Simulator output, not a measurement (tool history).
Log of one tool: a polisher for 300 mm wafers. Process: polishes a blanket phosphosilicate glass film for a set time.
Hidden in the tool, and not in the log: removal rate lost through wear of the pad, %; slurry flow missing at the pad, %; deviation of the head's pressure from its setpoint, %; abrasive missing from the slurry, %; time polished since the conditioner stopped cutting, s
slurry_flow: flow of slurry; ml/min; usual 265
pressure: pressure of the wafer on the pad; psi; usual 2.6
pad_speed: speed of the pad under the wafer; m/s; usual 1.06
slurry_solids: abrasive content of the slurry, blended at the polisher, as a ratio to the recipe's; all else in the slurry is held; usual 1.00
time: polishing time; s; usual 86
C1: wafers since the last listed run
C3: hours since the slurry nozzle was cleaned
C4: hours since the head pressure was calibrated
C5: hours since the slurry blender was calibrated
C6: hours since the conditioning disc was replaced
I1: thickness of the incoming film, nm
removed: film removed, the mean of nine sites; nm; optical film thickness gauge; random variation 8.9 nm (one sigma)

{"run": 1, "hour": 0.0, "slurry_flow": 265, "pressure": 2.6, "pad_speed": 1.06, "slurry_solids": 1.0, "time": 86, "C1": 0, "wafers polished on this pad": 1953, "C3": 506.5, "C4": 180.2, "C5": 653.3, "C6": 392.7, "I1": 2772.1, "removed": 598.5}
{"hour": 39.3, "done": "slurry blender recalibrated"}
{"run": 2, "hour": 60.6, "slurry_flow": 265, "pressure": 2.6, "pad_speed": 1.06, "slurry_solids": 1.0, "time": 86, "C1": 393, "wafers polished on this pad": 2347, "C3": 567.1, "C4": 240.8, "C5": 21.3, "C6": 453.3, "I1": 2765.1, "removed": 601.5}
{"hour": 75.1, "done": "slurry nozzle cleaned"}
{"run": 3, "hour": 103.1, "slurry_flow": 265, "pressure": 2.6, "pad_speed": 1.06, "slurry_solids": 1.0, "time": 86, "C1": 278, "wafers polished on this pad": 2626, "C3": 28.0, "C4": 283.3, "C5": 63.8, "C6": 495.8, "I1": 2773.5, "removed": 580.9}
{"run": 4, "hour": 191.7, "slurry_flow": 265, "pressure": 2.6, "pad_speed": 1.06, "slurry_solids": 1.1, "time": 71, "C1": 595, "wafers polished on this pad": 3221, "C3": 116.6, "C4": 371.9, "C5": 152.4, "C6": 584.4, "I1": 2706.9, "removed": 494.5}
{"hour": 201.8, "done": "conditioning disc replaced and pad reconditioned"}
{"hour": 248.8, "done": "worn pad replaced by a new one"}
{"run": 5, "hour": 263.3, "slurry_flow": 265, "pressure": 2.6, "pad_speed": 1.06, "slurry_solids": 1.1, "time": 71, "C1": 440, "wafers polished on this pad": 97, "C3": 188.2, "C4": 443.5, "C5": 224.0, "C6": 61.5, "I1": 2738.0, "removed": 551.1}
{"run": 6, "hour": 368.4, "slurry_flow": 265, "pressure": 1.8, "pad_speed": 1.06, "slurry_solids": 1.0, "time": 86, "C1": 706, "wafers polished on this pad": 803, "C3": 293.3, "C4": 548.6, "C5": 329.1, "C6": 166.6, "I1": 2747.7, "removed": 492.1}
{"run": 7, "hour": 464.9, "slurry_flow": 265, "pressure": 2.6, "pad_speed": 1.06, "slurry_solids": 1.0, "time": 86, "C1": 648, "wafers polished on this pad": 1452, "C3": 389.8, "C4": 645.1, "C5": 425.6, "C6": 263.1, "I1": 2719.4, "removed": 624.7}
{"run": 8, "hour": 539.3, "slurry_flow": 215, "pressure": 2.6, "pad_speed": 1.06, "slurry_solids": 0.75, "time": 86, "C1": 500, "wafers polished on this pad": 1952, "C3": 464.2, "C4": 719.5, "C5": 500.0, "C6": 337.5, "I1": 2774.0, "removed": 525.7}
{"hour": 631.8, "done": "slurry blender recalibrated"}
{"run": 9, "hour": 633.8, "slurry_flow": 265, "pressure": 2.6, "pad_speed": 1.06, "slurry_solids": 0.9, "time": 86, "C1": 621, "wafers polished on this pad": 2573, "C3": 558.7, "C4": 814.0, "C5": 2.0, "C6": 432.0, "I1": 2765.1, "removed": 569.3}
{"hour": 680.2, "done": "head pressure recalibrated"}
{"hour": 681.5, "done": "slurry nozzle cleaned"}
{"run": 10, "hour": 737.0, "slurry_flow": 265, "pressure": 2.6, "pad_speed": 1.06, "slurry_solids": 1.0, "time": 86, "C1": 673, "wafers polished on this pad": 3247, "C3": 55.5, "C4": 56.8, "C5": 105.2, "C6": 535.2, "I1": 2723.0, "removed": 585.3}
{"run": 11, "hour": 797.8, "slurry_flow": 265, "pressure": 3.1, "pad_speed": 1.06, "slurry_solids": 1.3, "time": 86, "C1": 408, "wafers polished on this pad": 3656, "C3": 116.3, "C4": 117.6, "C5": 166.0, "C6": 596.0, "I1": 2709.7, "removed": 710.4}
{"hour": 812.3, "done": "conditioning disc replaced and pad reconditioned"}
{"hour": 897.2, "done": "worn pad replaced by a new one, of another model than before"}
{"run": 12, "hour": 1017.9, "slurry_flow": 210, "pressure": 2.6, "pad_speed": 0.96, "slurry_solids": 1.0, "time": 86, "C1": 1438, "wafers polished on this pad": 810, "C3": 336.4, "C4": 337.7, "C5": 386.1, "C6": 205.6, "I1": 2728.3, "removed": 581.3}
{"run": 13, "hour": 1103.5, "slurry_flow": 265, "pressure": 2.6, "pad_speed": 1.06, "slurry_solids": 1.0, "time": 86, "C1": 575, "wafers polished on this pad": 1386, "C3": 422.0, "C4": 423.3, "C5": 471.7, "C6": 291.2, "I1": 2699.5, "removed": 611.3}
{"run": 14, "hour": 1148.6, "slurry_flow": 265, "pressure": 2.6, "pad_speed": 1.06, "slurry_solids": 1.0, "time": 86, "C1": 303, "wafers polished on this pad": 1689, "C3": 467.1, "C4": 468.4, "C5": 516.8, "C6": 336.3, "I1": 2720.0, "removed": 609.4}
{"run": 15, "hour": 1191.6, "slurry_flow": 330, "pressure": 2.6, "pad_speed": 1.06, "slurry_solids": 1.0, "time": 86, "C1": 289, "wafers polished on this pad": 1978, "C3": 510.1, "C4": 511.4, "C5": 559.8, "C6": 379.3, "I1": 2702.2, "removed": 611.0}
{"run": 16, "hour": 1272.3, "slurry_flow": 175, "pressure": 2.6, "pad_speed": 0.74, "slurry_solids": 1.0, "time": 86, "C1": 542, "wafers polished on this pad": 2520, "C3": 590.8, "C4": 592.1, "C5": 640.5, "C6": 460.0, "I1": 2759.4, "removed": 513.1}
{"hour": 1317.4, "done": "slurry nozzle cleaned"}
{"hour": 1321.4, "done": "slurry blender recalibrated"}
{"run": 17, "hour": 1332.1, "slurry_flow": 265, "pressure": 2.6, "pad_speed": 1.06, "slurry_solids": 1.0, "time": 86, "C1": 381, "wafers polished on this pad": 2902, "C3": 14.7, "C4": 651.9, "C5": 10.7, "C6": 519.8, "I1": 2681.6, "removed": 583.0}
{"run": 18, "hour": 1410.5, "slurry_flow": 265, "pressure": 1.9, "pad_speed": 1.06, "slurry_solids": 1.0, "time": 110, "C1": 526, "wafers polished on this pad": 3429, "C3": 93.1, "C4": 730.3, "C5": 89.1, "C6": 598.2, "I1": 2770.6, "removed": 648.0}
{"hour": 1414.6, "done": "conditioning disc replaced and pad reconditioned"}
{"hour": 1422.3, "done": "head pressure recalibrated"}
{"run": 19, "hour": 1455.5, "slurry_flow": 265, "pressure": 2.6, "pad_speed": 1.06, "slurry_solids": 1.0, "time": 86, "C1": 275, "wafers polished on this pad": 3704, "C3": 138.1, "C4": 33.2, "C5": 134.1, "C6": 40.9, "I1": 2747.7, "removed": 647.3}
{"hour": 1501.2, "done": "worn pad replaced by a new one"}
{"run": 20, "hour": 1562.5, "slurry_flow": 265, "pressure": 3.2, "pad_speed": 1.4, "slurry_solids": 0.85, "time": 112, "C1": 692, "wafers polished on this pad": 412, "C3": 245.1, "C4": 140.2, "C5": 241.1, "C6": 147.9, "I1": 2756.1, "removed": 935.7}
{"run": 21, "hour": 1645.8, "slurry_flow": 265, "pressure": 2.6, "pad_speed": 1.06, "slurry_solids": 1.0, "time": 86, "C1": 559, "wafers polished on this pad": 972, "C3": 328.4, "C4": 223.5, "C5": 324.4, "C6": 231.2, "I1": 2726.2, "removed": 616.4}
{"run": 22, "hour": 1734.8, "slurry_flow": 265, "pressure": 2.4, "pad_speed": 1.06, "slurry_solids": 1.0, "time": 86, "C1": 598, "wafers polished on this pad": 1570, "C3": 417.4, "C4": 312.5, "C5": 413.4, "C6": 320.2, "I1": 2774.3, "removed": 604.1}
{"run": 23, "hour": 1796.0, "slurry_flow": 170, "pressure": 2.6, "pad_speed": 1.16, "slurry_solids": 0.75, "time": 86, "C1": 411, "wafers polished on this pad": 1981, "C3": 478.6, "C4": 373.7, "C5": 474.6, "C6": 381.4, "I1": 2676.5, "removed": 535.0}
{"run": 24, "hour": 1880.4, "slurry_flow": 265, "pressure": 2.6, "pad_speed": 1.06, "slurry_solids": 1.0, "time": 86, "C1": 567, "wafers polished on this pad": 2548, "C3": 563.0, "C4": 458.1, "C5": 559.0, "C6": 465.8, "I1": 2712.0, "removed": 587.7}

Forecast each of these 5 alternatives for the next run:
{"run": "A", "hour": 1880.8, "slurry_flow": 265, "pressure": 2.0, "pad_speed": 1.06, "slurry_solids": 1.0, "time": 86, "C1": 2, "wafers polished on this pad": 2551, "C3": 563.4, "C4": 458.5, "C5": 559.4, "C6": 466.2, "I1": 2702.5, "removed": "?"}
{"run": "B", "hour": 1880.8, "slurry_flow": 265, "pressure": 2.6, "pad_speed": 0.74, "slurry_solids": 1.0, "time": 104, "C1": 2, "wafers polished on this pad": 2551, "C3": 563.4, "C4": 458.5, "C5": 559.4, "C6": 466.2, "I1": 2702.5, "removed": "?"}
{"run": "C", "hour": 1880.8, "slurry_flow": 200, "pressure": 2.9, "pad_speed": 1.32, "slurry_solids": 1.25, "time": 86, "C1": 2, "wafers polished on this pad": 2551, "C3": 563.4, "C4": 458.5, "C5": 559.4, "C6": 466.2, "I1": 2702.5, "removed": "?"}
{"run": "D", "hour": 1880.8, "slurry_flow": 295, "pressure": 2.3, "pad_speed": 1.06, "slurry_solids": 0.9, "time": 86, "C1": 2, "wafers polished on this pad": 2551, "C3": 563.4, "C4": 458.5, "C5": 559.4, "C6": 466.2, "I1": 2702.5, "removed": "?"}
{"run": "E", "hour": 1880.8, "slurry_flow": 355, "pressure": 2.6, "pad_speed": 0.94, "slurry_solids": 1.0, "time": 110, "C1": 2, "wafers polished on this pad": 2551, "C3": 563.4, "C4": 458.5, "C5": 559.4, "C6": 466.2, "I1": 2702.5, "removed": "?"}

run=A removed=523.0
run=B removed=641.3
run=C removed=708.2
run=D removed=535.3
run=E removed=736.6
Without the tool's hidden state the same runs would have given:
run=A removed=576.9
run=B removed=706.6
run=C removed=801.1
run=D removed=593.6
run=E removed=817.5
